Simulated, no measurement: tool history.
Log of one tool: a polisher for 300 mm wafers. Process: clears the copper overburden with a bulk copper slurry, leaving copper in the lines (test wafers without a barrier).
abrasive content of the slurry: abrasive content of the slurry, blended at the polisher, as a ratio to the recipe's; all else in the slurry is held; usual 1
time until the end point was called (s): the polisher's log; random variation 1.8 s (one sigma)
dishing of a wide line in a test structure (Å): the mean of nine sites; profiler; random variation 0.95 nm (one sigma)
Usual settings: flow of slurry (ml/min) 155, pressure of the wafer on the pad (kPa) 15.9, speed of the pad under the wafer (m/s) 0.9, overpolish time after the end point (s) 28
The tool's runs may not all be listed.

run,hour,flow of slurry (ml/min),pressure of the wafer on the pad (kPa),speed of the pad under the wafer (m/s),abrasive content of the slurry,overpolish time after the end point (s),wafers since the last listed run,wafers polished on this pad,hours since the slurry nozzle was cleaned,hours since the head pressure was calibrated,hours since the slurry blender was calibrated,"incoming thickness of the incoming film, nm",time until the end point was called (s),dishing of a wide line in a test structure (Å)
1,0,155,15.9,0.9,1,28,0,626,8.5,304.1,148.1,968.1,139.3,703
2,31.8,155,15.9,0.9,1,28,178,804,40.3,335.9,179.9,958.5,139.8,702
# hour 38.9: worn pad replaced by a new one
3,52.6,155,15.9,0.9,1,28,94,77,61.1,356.7,200.7,975.8,138.1,698
4,78.8,155,13.1,0.9,1,28,147,224,87.3,382.9,226.9,954.7,169.4,588
# hour 89.4: head pressure recalibrated
# hour 113.2: slurry blender recalibrated
5,114.1,155,13.1,0.9,1,28,175,399,122.6,24.7,0.9,971.4,171.8,596
# hour 195.2: worn pad replaced by a new one
6,195.7,155,13.1,0.9,1,28,435,2,204.2,106.3,82.5,973.1,177.1,584
7,209.4,155,15.9,0.9,1.1,28,76,79,217.9,120,96.2,967.2,145.9,689
8,222.7,155,15.9,0.9,1.1,28,74,154,231.2,133.3,109.5,977.9,152.7,675
9,241.5,155,15.9,0.9,1.1,28,105,260,250,152.1,128.3,981.9,151.4,661
# hour 251.5: slurry nozzle cleaned
10,254.5,155,19.3,0.9,1,28,67,327,3,165.1,141.3,977.7,115.5,807
11,282.3,155,19.3,0.9,1,28,156,483,30.8,192.9,169.1,973.6,118.6,814
12,303,135,15.9,0.9,1,41,116,599,51.5,213.6,189.8,969.1,147.2,806
13,321.6,135,15.9,0.9,1,41,104,704,70.1,232.2,208.4,973.3,142,814
# hour 327.5: worn pad replaced by a new one, of another model than before
# hour 344.8: slurry blender recalibrated
14,348.8,155,19.3,0.9,1,28,119,108,97.3,259.4,4,965.1,118.4,798
15,367,155,15.9,1.14,1,36,102,210,115.5,277.6,22.2,969.9,125.7,812
16,396.8,155,15.9,0.9,1,37,167,377,145.3,307.4,52,975.6,142.5,784
17,421.5,155,12.4,0.9,1,28,138,516,170,332.1,76.7,960.7,168.5,598
18,434,155,20.7,0.66,1,28,70,586,182.5,344.6,89.2,962,132,758
19,456.1,155,19.3,0.9,1,28,124,710,204.6,366.7,111.3,972.6,123.3,765
20,479.8,140,11,0.9,1,28,133,843,228.3,390.4,135,964.8,192.3,530
# hour 483.9: head pressure recalibrated
# hour 487.3: worn pad replaced by a new one
# hour 496.7: slurry nozzle cleaned
21,507.6,170,15.9,0.9,1,28,120,108,10.9,23.7,162.8,974.5,141.7,695
22,537.8,155,15.9,0.9,1,28,169,277,41.1,53.9,193,964.7,138.9,699
23,565.6,155,13.1,0.9,1,28,156,433,68.9,81.7,220.8,977.1,161.2,619
# hour 581.2: slurry blender recalibrated
# hour 652.5: worn pad replaced by a new one
24,655.3,155,15.9,1.06,0.9,40,469,15,158.6,171.4,74.1,971.4,136.5,797
25,680.7,155,15.9,0.9,1,21,142,158,184,196.8,99.5,977.3,144.2,587
26,710.3,155,15.9,0.9,1,28,166,324,213.6,226.4,129.1,959.8,143.5,684
27,734.5,155,17.9,0.9,1.25,18,135,460,237.8,250.6,153.3,950,119.1,602

5 ways to go on from here, each from the tool as it stands after run 27. What would each give?
A,735,155,15.9,0.9,1,15,2,462,238.3,251.1,153.8,970.3,?,?
B,735,155,15.9,0.66,1.1,28,2,462,238.3,251.1,153.8,970.3,?,?
C,735,200,18.6,0.9,0.9,35,2,462,238.3,251.1,153.8,970.3,?,?
D,735,155,15.9,1.04,0.75,28,2,462,238.3,251.1,153.8,970.3,?,?
E,735,155,15.9,1.2,0.75,28,2,462,238.3,251.1,153.8,970.3,?,?

run,time until the end point was called (s),dishing of a wide line in a test structure (Å)
A,147.4,468
B,166.6,637
C,128.9,819
D,148.8,675
E,137,702
Without the tool's hidden state the same runs would have given:
run,time until the end point was called (s),dishing of a wide line in a test structure (Å)
A,140,485
B,158.2,655
C,123.3,831
D,141.3,692
E,130.1,719

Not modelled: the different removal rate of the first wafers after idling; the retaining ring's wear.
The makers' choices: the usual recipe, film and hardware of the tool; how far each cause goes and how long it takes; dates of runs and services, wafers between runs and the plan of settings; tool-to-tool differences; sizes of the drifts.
